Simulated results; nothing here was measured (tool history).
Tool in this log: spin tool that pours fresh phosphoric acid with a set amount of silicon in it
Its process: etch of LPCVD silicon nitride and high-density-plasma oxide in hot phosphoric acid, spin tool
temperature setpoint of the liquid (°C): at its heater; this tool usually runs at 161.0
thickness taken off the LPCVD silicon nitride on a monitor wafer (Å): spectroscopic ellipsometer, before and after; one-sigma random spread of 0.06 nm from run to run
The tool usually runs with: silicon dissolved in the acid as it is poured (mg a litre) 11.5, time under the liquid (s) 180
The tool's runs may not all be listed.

| run | day | temperature setpoint of the liquid (°C) | silicon dissolved in the acid as it is poured (mg a litre) | time under the liquid (s) | wafers since the last listed run | hours since the thermometer was replaced | hours since the dissolved silicon flow meter was replaced | hours since the heated supply line was repaired | hours since the gauge calibration | read-back film thickness of the LPCVD silicon nitride reference wafer, read on the same gauge (nm) | thickness taken off the LPCVD silicon nitride on a monitor wafer (Å) |
|---|---|---|---|---|---|---|---|---|---|---|---|
| 1 | 0.000 | 161.0 | 14.5 | 180 | 0 | 1194.9 | 1869.4 | 281.6 | 12.6 | 140.03 | 158.2 |
| 2 | 4.025 | 159.5 | 11.5 | 180 | 742 | 1291.5 | 1966.0 | 378.2 | 109.2 | 140.01 | 151.0 |
| 3 | 7.362 | 159.5 | 14.0 | 180 | 616 | 1371.6 | 2046.1 | 458.3 | 189.3 | 139.99 | 150.7 |
| 4 | 11.142 | 161.0 | 11.5 | 180 | 697 | 1462.3 | 2136.8 | 549.0 | 280.0 | 140.01 | 158.2 |
| 5 | 15.767 | 162.5 | 8.5 | 180 | 853 | 1573.3 | 2247.8 | 660.0 | 391.0 | 140.01 | 164.7 |
| 6 | 18.233 | 162.5 | 8.5 | 180 | 455 | 1632.5 | 2307.0 | 719.2 | 450.2 | 139.99 | 164.6 |
|  | 18.908 | thermometer replaced |
| 7 | 20.612 | 161.0 | 11.5 | 180 | 431 | 40.9 | 2364.1 | 776.3 | 507.3 | 139.98 | 157.0 |
| 8 | 22.325 | 161.0 | 11.5 | 180 | 316 | 82.0 | 2405.2 | 817.4 | 548.4 | 140.00 | 156.4 |
| 9 | 26.625 | 161.0 | 8.0 | 120 | 793 | 185.2 | 2508.4 | 920.6 | 651.6 | 139.98 | 104.3 |
|  | 27.558 | gauge calibrated |
| 10 | 30.979 | 161.0 | 11.5 | 280 | 803 | 289.7 | 2612.9 | 1025.1 | 82.1 | 139.99 | 241.7 |
| 11 | 34.433 | 158.5 | 9.0 | 180 | 637 | 372.6 | 2695.8 | 1108.0 | 165.0 | 140.00 | 143.5 |
|  | 35.562 | heated supply line repaired |
| 12 | 36.392 | 160.0 | 11.5 | 180 | 353 | 419.6 | 2742.8 | 19.9 | 212.0 | 139.99 | 154.5 |
|  | 37.062 | dissolved silicon flow meter replaced |
| 13 | 39.667 | 160.0 | 5.5 | 180 | 596 | 498.2 | 62.5 | 98.5 | 290.6 | 140.03 | 154.4 |
| 14 | 43.817 | 161.0 | 11.5 | 180 | 766 | 597.8 | 162.1 | 198.1 | 390.2 | 139.96 | 157.9 |
| 15 | 46.338 | 162.5 | 15.0 | 180 | 465 | 658.3 | 222.6 | 258.6 | 450.7 | 140.01 | 166.6 |
| 16 | 49.438 | 161.0 | 11.5 | 180 | 572 | 732.7 | 297.0 | 333.0 | 525.1 | 139.98 | 157.6 |
| 17 | 51.962 | 159.5 | 15.5 | 135 | 466 | 793.3 | 357.6 | 393.6 | 585.7 | 139.99 | 112.5 |

Selected run-to-run steps in thickness taken off the LPCVD silicon nitride on a monitor wafer (Å), each split into two signed amounts: the part the tool would show with no hidden state at all (from settings, incoming material and random variation), and the remainder, which goes to the hidden state together with any gauge scatter not common to the measured and the hidden-state-free results:
Hidden state present: liquid colder than its thermometer reads (K); dissolved silicon flow below the setpoint (%); temperature lost on the way to the wafer (K); gauge reads high (%).
Run 9 -> 10: silicon dissolved in the acid as it is poured (mg a litre) 8.0 -> 11.5, time under the liquid (s) 120 -> 280, gauge calibrated. thickness taken off the LPCVD silicon nitride on a monitor wafer (Å) +137.4: hidden state -3.4, all else +140.8.
